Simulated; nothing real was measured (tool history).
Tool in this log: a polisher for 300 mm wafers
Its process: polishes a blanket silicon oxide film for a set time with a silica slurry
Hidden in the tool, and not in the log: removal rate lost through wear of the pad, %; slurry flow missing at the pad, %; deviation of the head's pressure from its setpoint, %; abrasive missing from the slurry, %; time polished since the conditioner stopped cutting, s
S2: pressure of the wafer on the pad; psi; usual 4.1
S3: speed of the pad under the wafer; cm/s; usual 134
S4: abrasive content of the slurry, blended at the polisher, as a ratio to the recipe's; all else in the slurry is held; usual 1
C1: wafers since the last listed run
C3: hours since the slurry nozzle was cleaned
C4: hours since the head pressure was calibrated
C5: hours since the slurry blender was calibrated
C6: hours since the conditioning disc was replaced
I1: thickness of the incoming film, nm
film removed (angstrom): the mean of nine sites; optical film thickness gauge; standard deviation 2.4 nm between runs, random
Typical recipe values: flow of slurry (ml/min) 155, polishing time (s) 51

{"run": 1, "hour": 0.0, "flow of slurry (ml/min)": 155, "S2": 4.1, "S3": 134, "S4": 1, "polishing time (s)": 51, "C1": 0, "wafers polished on this pad": 268, "C3": 732.6, "C4": 1427, "C5": 120, "C6": 41.2, "I1": 1771.8, "film removed (angstrom)": 1574}
{"run": 2, "hour": 13.7, "flow of slurry (ml/min)": 155, "S2": 4.1, "S3": 134, "S4": 1, "polishing time (s)": 64, "C1": 99, "wafers polished on this pad": 367, "C3": 746.3, "C4": 1440.7, "C5": 133.7, "C6": 54.9, "I1": 1744.1, "film removed (angstrom)": 2018}
{"run": 3, "hour": 30.6, "flow of slurry (ml/min)": 155, "S2": 4.1, "S3": 134, "S4": 1, "polishing time (s)": 51, "C1": 122, "wafers polished on this pad": 490, "C3": 763.2, "C4": 1457.6, "C5": 150.6, "C6": 71.8, "I1": 1750.8, "film removed (angstrom)": 1569}
{"run": 4, "hour": 48.5, "flow of slurry (ml/min)": 155, "S2": 4.1, "S3": 134, "S4": 1, "polishing time (s)": 51, "C1": 129, "wafers polished on this pad": 619, "C3": 781.1, "C4": 1475.5, "C5": 168.5, "C6": 89.7, "I1": 1762.1, "film removed (angstrom)": 1568}
{"run": 5, "hour": 56.0, "flow of slurry (ml/min)": 155, "S2": 4.1, "S3": 134, "S4": 1, "polishing time (s)": 51, "C1": 54, "wafers polished on this pad": 674, "C3": 788.6, "C4": 1483, "C5": 176, "C6": 97.2, "I1": 1786.7, "film removed (angstrom)": 1576}
{"hour": 64.0, "done": "slurry blender recalibrated"}
{"run": 6, "hour": 67.4, "flow of slurry (ml/min)": 155, "S2": 4.1, "S3": 134, "S4": 1, "polishing time (s)": 51, "C1": 68, "wafers polished on this pad": 742, "C3": 800, "C4": 1494.4, "C5": 3.4, "C6": 108.6, "I1": 1791.7, "film removed (angstrom)": 1554}
{"hour": 76.0, "done": "slurry nozzle cleaned"}
{"hour": 76.6, "done": "worn pad replaced by a new one"}
{"run": 7, "hour": 77.1, "flow of slurry (ml/min)": 155, "S2": 4.1, "S3": 134, "S4": 1, "polishing time (s)": 51, "C1": 58, "wafers polished on this pad": 3, "C3": 1.1, "C4": 1504.1, "C5": 13.1, "C6": 118.3, "I1": 1770.1, "film removed (angstrom)": 1825}
{"run": 8, "hour": 91.6, "flow of slurry (ml/min)": 130, "S2": 4.1, "S3": 116, "S4": 1, "polishing time (s)": 51, "C1": 105, "wafers polished on this pad": 108, "C3": 15.6, "C4": 1518.6, "C5": 27.6, "C6": 132.8, "I1": 1735.6, "film removed (angstrom)": 1558}
{"run": 9, "hour": 103.5, "flow of slurry (ml/min)": 155, "S2": 4.8, "S3": 134, "S4": 1, "polishing time (s)": 45, "C1": 86, "wafers polished on this pad": 194, "C3": 27.5, "C4": 1530.5, "C5": 39.5, "C6": 144.7, "I1": 1753.1, "film removed (angstrom)": 1896}
{"run": 10, "hour": 129.1, "flow of slurry (ml/min)": 155, "S2": 4.1, "S3": 134, "S4": 1, "polishing time (s)": 38, "C1": 185, "wafers polished on this pad": 380, "C3": 53.1, "C4": 1556.1, "C5": 65.1, "C6": 170.3, "I1": 1754, "film removed (angstrom)": 1332}
{"run": 11, "hour": 139.5, "flow of slurry (ml/min)": 155, "S2": 4.1, "S3": 134, "S4": 1, "polishing time (s)": 51, "C1": 75, "wafers polished on this pad": 455, "C3": 63.5, "C4": 1566.5, "C5": 75.5, "C6": 180.7, "I1": 1777.8, "film removed (angstrom)": 1801}
{"hour": 147.5, "done": "head pressure recalibrated"}
{"run": 12, "hour": 148.0, "flow of slurry (ml/min)": 155, "S2": 5.2, "S3": 134, "S4": 1, "polishing time (s)": 51, "C1": 47, "wafers polished on this pad": 502, "C3": 72, "C4": 0.5, "C5": 84, "C6": 189.2, "I1": 1743.2, "film removed (angstrom)": 2183}
{"hour": 154.4, "done": "conditioning disc replaced and pad reconditioned"}
{"run": 13, "hour": 154.9, "flow of slurry (ml/min)": 195, "S2": 4.1, "S3": 134, "S4": 1, "polishing time (s)": 51, "C1": 35, "wafers polished on this pad": 538, "C3": 78.9, "C4": 7.4, "C5": 90.9, "C6": 0.5, "I1": 1751.9, "film removed (angstrom)": 1867}
{"run": 14, "hour": 161.4, "flow of slurry (ml/min)": 155, "S2": 4.1, "S3": 134, "S4": 1, "polishing time (s)": 51, "C1": 47, "wafers polished on this pad": 585, "C3": 85.4, "C4": 13.9, "C5": 97.4, "C6": 7, "I1": 1760.1, "film removed (angstrom)": 1723}
{"run": 15, "hour": 169.7, "flow of slurry (ml/min)": 155, "S2": 4.1, "S3": 134, "S4": 1, "polishing time (s)": 51, "C1": 60, "wafers polished on this pad": 645, "C3": 93.7, "C4": 22.2, "C5": 105.7, "C6": 15.3, "I1": 1735.6, "film removed (angstrom)": 1759}
{"run": 16, "hour": 182.8, "flow of slurry (ml/min)": 155, "S2": 4.1, "S3": 162, "S4": 1, "polishing time (s)": 38, "C1": 94, "wafers polished on this pad": 740, "C3": 106.8, "C4": 35.3, "C5": 118.8, "C6": 28.4, "I1": 1747.3, "film removed (angstrom)": 1493}
{"hour": 205.7, "done": "worn pad replaced by a new one"}
{"run": 17, "hour": 207.0, "flow of slurry (ml/min)": 185, "S2": 3.4, "S3": 166, "S4": 0.7, "polishing time (s)": 51, "C1": 146, "wafers polished on this pad": 9, "C3": 131, "C4": 59.5, "C5": 143, "C6": 52.6, "I1": 1778.5, "film removed (angstrom)": 1230}
{"run": 18, "hour": 221.4, "flow of slurry (ml/min)": 125, "S2": 4.1, "S3": 134, "S4": 1.3, "polishing time (s)": 51, "C1": 104, "wafers polished on this pad": 113, "C3": 145.4, "C4": 73.9, "C5": 157.4, "C6": 67, "I1": 1737, "film removed (angstrom)": 1886}
{"run": 19, "hour": 229.3, "flow of slurry (ml/min)": 200, "S2": 4.1, "S3": 134, "S4": 1, "polishing time (s)": 51, "C1": 57, "wafers polished on this pad": 170, "C3": 153.3, "C4": 81.8, "C5": 165.3, "C6": 74.9, "I1": 1757.4, "film removed (angstrom)": 1847}
{"hour": 240.8, "done": "slurry blender recalibrated"}
{"run": 20, "hour": 269.8, "flow of slurry (ml/min)": 155, "S2": 4.1, "S3": 134, "S4": 1, "polishing time (s)": 35, "C1": 278, "wafers polished on this pad": 449, "C3": 193.8, "C4": 122.3, "C5": 29, "C6": 115.4, "I1": 1787.1, "film removed (angstrom)": 1184}
{"run": 21, "hour": 287.3, "flow of slurry (ml/min)": 155, "S2": 4.1, "S3": 134, "S4": 1, "polishing time (s)": 35, "C1": 126, "wafers polished on this pad": 576, "C3": 211.3, "C4": 139.8, "C5": 46.5, "C6": 132.9, "I1": 1766.3, "film removed (angstrom)": 1180}
{"run": 22, "hour": 298.9, "flow of slurry (ml/min)": 155, "S2": 4.1, "S3": 134, "S4": 1, "polishing time (s)": 51, "C1": 84, "wafers polished on this pad": 660, "C3": 222.9, "C4": 151.4, "C5": 58.1, "C6": 144.5, "I1": 1744.4, "film removed (angstrom)": 1691}
{"hour": 310.1, "done": "worn pad replaced by a new one"}
{"run": 23, "hour": 314.3, "flow of slurry (ml/min)": 155, "S2": 4.1, "S3": 134, "S4": 1, "polishing time (s)": 51, "C1": 82, "wafers polished on this pad": 30, "C3": 238.3, "C4": 166.8, "C5": 73.5, "C6": 159.9, "I1": 1757, "film removed (angstrom)": 1708}
{"run": 24, "hour": 329.9, "flow of slurry (ml/min)": 155, "S2": 5.4, "S3": 134, "S4": 1.1, "polishing time (s)": 51, "C1": 113, "wafers polished on this pad": 143, "C3": 253.9, "C4": 182.4, "C5": 89.1, "C6": 175.5, "I1": 1750.5, "film removed (angstrom)": 2323}
{"hour": 339.0, "done": "conditioning disc replaced and pad reconditioned"}
{"run": 25, "hour": 339.5, "flow of slurry (ml/min)": 155, "S2": 4.1, "S3": 106, "S4": 1, "polishing time (s)": 51, "C1": 55, "wafers polished on this pad": 198, "C3": 263.5, "C4": 192, "C5": 98.7, "C6": 0.5, "I1": 1771, "film removed (angstrom)": 1455}
{"run": 26, "hour": 350.2, "flow of slurry (ml/min)": 180, "S2": 3.6, "S3": 134, "S4": 1.1, "polishing time (s)": 39, "C1": 77, "wafers polished on this pad": 275, "C3": 274.2, "C4": 202.7, "C5": 109.4, "C6": 11.2, "I1": 1785.5, "film removed (angstrom)": 1250}
{"run": 27, "hour": 363.3, "flow of slurry (ml/min)": 155, "S2": 4.1, "S3": 134, "S4": 1, "polishing time (s)": 64, "C1": 94, "wafers polished on this pad": 370, "C3": 287.3, "C4": 215.8, "C5": 122.5, "C6": 24.3, "I1": 1739.6, "film removed (angstrom)": 2109}

Forecast each of these 3 alternatives for the next run:
{"run": "A", "hour": 363.7, "flow of slurry (ml/min)": 155, "S2": 4.1, "S3": 134, "S4": 1, "polishing time (s)": 45, "C1": 2, "wafers polished on this pad": 373, "C3": 287.7, "C4": 216.2, "C5": 122.9, "C6": 24.7, "I1": 1751.6, "film removed (angstrom)": "?"}
{"run": "B", "hour": 363.7, "flow of slurry (ml/min)": 140, "S2": 4.1, "S3": 134, "S4": 1, "polishing time (s)": 63, "C1": 2, "wafers polished on this pad": 373, "C3": 287.7, "C4": 216.2, "C5": 122.9, "C6": 24.7, "I1": 1751.6, "film removed (angstrom)": "?"}
{"run": "C", "hour": 363.7, "flow of slurry (ml/min)": 180, "S2": 3.5, "S3": 154, "S4": 0.7, "polishing time (s)": 51, "C1": 2, "wafers polished on this pad": 373, "C3": 287.7, "C4": 216.2, "C5": 122.9, "C6": 24.7, "I1": 1751.6, "film removed (angstrom)": "?"}

run=A film_removed_(angstrom)=1476
run=B film_removed_(angstrom)=2009
run=C film_removed_(angstrom)=1167
Had the tool no hidden state, the same runs would have come out as:
run=A film_removed_(angstrom)=1602
run=B film_removed_(angstrom)=2199
run=C film_removed_(angstrom)=1252

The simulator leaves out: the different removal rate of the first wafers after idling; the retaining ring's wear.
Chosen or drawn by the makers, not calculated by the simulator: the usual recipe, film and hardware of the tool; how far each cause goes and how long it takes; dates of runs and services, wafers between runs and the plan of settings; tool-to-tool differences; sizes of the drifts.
